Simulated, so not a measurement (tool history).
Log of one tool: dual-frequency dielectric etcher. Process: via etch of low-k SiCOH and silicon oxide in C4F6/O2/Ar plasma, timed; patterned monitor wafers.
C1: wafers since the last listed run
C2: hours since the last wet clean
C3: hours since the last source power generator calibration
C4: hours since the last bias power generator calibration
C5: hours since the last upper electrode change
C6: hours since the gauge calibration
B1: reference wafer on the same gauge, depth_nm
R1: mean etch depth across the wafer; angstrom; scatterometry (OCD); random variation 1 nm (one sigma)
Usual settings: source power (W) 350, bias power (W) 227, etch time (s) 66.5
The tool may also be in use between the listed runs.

run 1 hour=0 | source_power_(W)=350 bias_power_(W)=227 etch_time_(s)=57 | C1=0 C2=529.3 C3=3818.6 C4=3984.6 C5=3440.9 C6=1181.5 | B1=141.9 | R1=1313
run 2 hour=37.7 | source_power_(W)=350 bias_power_(W)=227 etch_time_(s)=57 | C1=323 C2=567 C3=3856.3 C4=4022.3 C5=3478.6 C6=1219.2 | B1=142 | R1=1310
-- hour=63.4 bias power generator calibrated
-- hour=98.3 wet clean of the chamber
run 3 hour=103.3 | source_power_(W)=350 bias_power_(W)=227 etch_time_(s)=57 | C1=322 C2=5 C3=3921.9 C4=39.9 C5=3544.2 C6=1284.8 | B1=142 | R1=1378
run 4 hour=133.8 | source_power_(W)=350 bias_power_(W)=227 etch_time_(s)=79 | C1=261 C2=35.5 C3=3952.4 C4=70.4 C5=3574.7 C6=1315.3 | B1=141.8 | R1=1887
-- hour=242.6 gauge calibrated
run 5 hour=254.6 | source_power_(W)=350 bias_power_(W)=227 etch_time_(s)=66.5 | C1=1035 C2=156.3 C3=4073.2 C4=191.2 C5=3695.5 C6=12 | B1=141.9 | R1=1571
run 6 hour=323.2 | source_power_(W)=350 bias_power_(W)=227 etch_time_(s)=66.5 | C1=587 C2=224.9 C3=4141.8 C4=259.8 C5=3764.1 C6=80.6 | B1=142.1 | R1=1582
run 7 hour=356.1 | source_power_(W)=350 bias_power_(W)=227 etch_time_(s)=79 | C1=281 C2=257.8 C3=4174.7 C4=292.7 C5=3797 C6=113.5 | B1=142.2 | R1=1847
run 8 hour=485.9 | source_power_(W)=300 bias_power_(W)=227 etch_time_(s)=53.5 | C1=1112 C2=387.6 C3=4304.5 C4=422.5 C5=3926.8 C6=243.3 | B1=142.3 | R1=1195
run 9 hour=553.1 | source_power_(W)=350 bias_power_(W)=227 etch_time_(s)=66.5 | C1=575 C2=454.8 C3=4371.7 C4=489.7 C5=3994 C6=310.5 | B1=142.1 | R1=1544
run 10 hour=581.3 | source_power_(W)=350 bias_power_(W)=279 etch_time_(s)=52 | C1=241 C2=483 C3=4399.9 C4=517.9 C5=4022.2 C6=338.7 | B1=142.3 | R1=1306
run 11 hour=626.9 | source_power_(W)=420 bias_power_(W)=264 etch_time_(s)=47 | C1=390 C2=528.6 C3=4445.5 C4=563.5 C5=4067.8 C6=384.3 | B1=141.6 | R1=1215
-- hour=657.7 wet clean of the chamber
run 12 hour=671.3 | source_power_(W)=350 bias_power_(W)=267 etch_time_(s)=66.5 | C1=174 C2=13.6 C3=4489.9 C4=607.9 C5=4112.2 C6=428.7 | B1=142.1 | R1=1675
-- hour=703.6 upper electrode replaced
run 13 hour=704.1 | source_power_(W)=390 bias_power_(W)=281 etch_time_(s)=79.5 | C1=75 C2=46.4 C3=4522.7 C4=640.7 C5=0.5 C6=461.5 | B1=142 | R1=2107
run 14 hour=756.5 | source_power_(W)=280 bias_power_(W)=259 etch_time_(s)=57.5 | C1=449 C2=98.8 C3=4575.1 C4=693.1 C5=52.9 C6=513.9 | B1=141.5 | R1=1329
run 15 hour=782 | source_power_(W)=350 bias_power_(W)=227 etch_time_(s)=66.5 | C1=218 C2=124.3 C3=4600.6 C4=718.6 C5=78.4 C6=539.4 | B1=141.8 | R1=1578
run 16 hour=836.1 | source_power_(W)=290 bias_power_(W)=193 etch_time_(s)=54 | C1=463 C2=178.4 C3=4654.7 C4=772.7 C5=132.5 C6=593.5 | B1=141.9 | R1=1147
run 17 hour=872.5 | source_power_(W)=270 bias_power_(W)=248 etch_time_(s)=78 | C1=311 C2=214.8 C3=4691.1 C4=809.1 C5=168.9 C6=629.9 | B1=142 | R1=1776
run 18 hour=902.7 | source_power_(W)=310 bias_power_(W)=227 etch_time_(s)=56.5 | C1=258 C2=245 C3=4721.3 C4=839.3 C5=199.1 C6=660.1 | B1=142.1 | R1=1297
-- hour=907.7 source power generator calibrated
run 19 hour=946.7 | source_power_(W)=350 bias_power_(W)=227 etch_time_(s)=66.5 | C1=342 C2=289 C3=39 C4=883.3 C5=243.1 C6=704.1 | B1=142 | R1=1548
run 20 hour=1000.7 | source_power_(W)=440 bias_power_(W)=227 etch_time_(s)=83.5 | C1=462 C2=343 C3=93 C4=937.3 C5=297.1 C6=758.1 | B1=141.7 | R1=2102
run 21 hour=1049.2 | source_power_(W)=430 bias_power_(W)=227 etch_time_(s)=66.5 | C1=415 C2=391.5 C3=141.5 C4=985.8 C5=345.6 C6=806.6 | B1=142.5 | R1=1662
run 22 hour=1111.4 | source_power_(W)=270 bias_power_(W)=269 etch_time_(s)=56.5 | C1=532 C2=453.7 C3=203.7 C4=1048 C5=407.8 C6=868.8 | B1=141.8 | R1=1293
run 23 hour=1163.7 | source_power_(W)=350 bias_power_(W)=227 etch_time_(s)=66.5 | C1=448 C2=506 C3=256 C4=1100.3 C5=460.1 C6=921.1 | B1=142.1 | R1=1539
run 24 hour=1196.4 | source_power_(W)=350 bias_power_(W)=227 etch_time_(s)=66.5 | C1=280 C2=538.7 C3=288.7 C4=1133 C5=492.8 C6=953.8 | B1=142.4 | R1=1548
run 25 hour=1242 | source_power_(W)=350 bias_power_(W)=227 etch_time_(s)=66.5 | C1=390 C2=584.3 C3=334.3 C4=1178.6 C5=538.4 C6=999.4 | B1=141.9 | R1=1550
-- hour=1281.8 wet clean of the chamber
run 26 hour=1282.3 | source_power_(W)=380 bias_power_(W)=245 etch_time_(s)=80 | C1=139 C2=0.5 C3=374.6 C4=1218.9 C5=578.7 C6=1039.7 | B1=141.7 | R1=2037
run 27 hour=1314.3 | source_power_(W)=320 bias_power_(W)=272 etch_time_(s)=86 | C1=274 C2=32.5 C3=406.6 C4=1250.9 C5=610.7 C6=1071.7 | B1=142 | R1=2130
run 28 hour=1350.1 | source_power_(W)=350 bias_power_(W)=227 etch_time_(s)=66.5 | C1=306 C2=68.3 C3=442.4 C4=1286.7 C5=646.5 C6=1107.5 | B1=141.8 | R1=1600
run 29 hour=1403.7 | source_power_(W)=280 bias_power_(W)=256 etch_time_(s)=66.5 | C1=459 C2=121.9 C3=496 C4=1340.3 C5=700.1 C6=1161.1 | B1=142.2 | R1=1526

Hidden state or all else? Some run-to-run changes of R1, split into what the settings, what came in and random variation would give without the hidden state, and what is left for the hidden state (with any gauge scatter that isn't in both results):
The hidden state here: etch rate over this chamber's usual, %; source power that arrives over what is set, %; bias power that arrives over what is set, %; gauge reads high (%).
Run 2 -> 3: bias power generator calibrated, wet clean of the chamber. R1 +68 angstrom: hidden state +43, all else +25.
Run 7 -> 8: source power (W) 350 -> 300, etch time (s) 79 -> 53.5. R1 -652 angstrom: hidden state +1, all else -653.
Run 13 -> 14: source power (W) 390 -> 280, bias power (W) 281 -> 259, etch time (s) 79.5 -> 57.5. R1 -778 angstrom: hidden state -3, all else -775.
Run 25 -> 26: source power (W) 350 -> 380, bias power (W) 227 -> 245, etch time (s) 66.5 -> 80, wet clean of the chamber. R1 +487 angstrom: hidden state +58, all else +429.

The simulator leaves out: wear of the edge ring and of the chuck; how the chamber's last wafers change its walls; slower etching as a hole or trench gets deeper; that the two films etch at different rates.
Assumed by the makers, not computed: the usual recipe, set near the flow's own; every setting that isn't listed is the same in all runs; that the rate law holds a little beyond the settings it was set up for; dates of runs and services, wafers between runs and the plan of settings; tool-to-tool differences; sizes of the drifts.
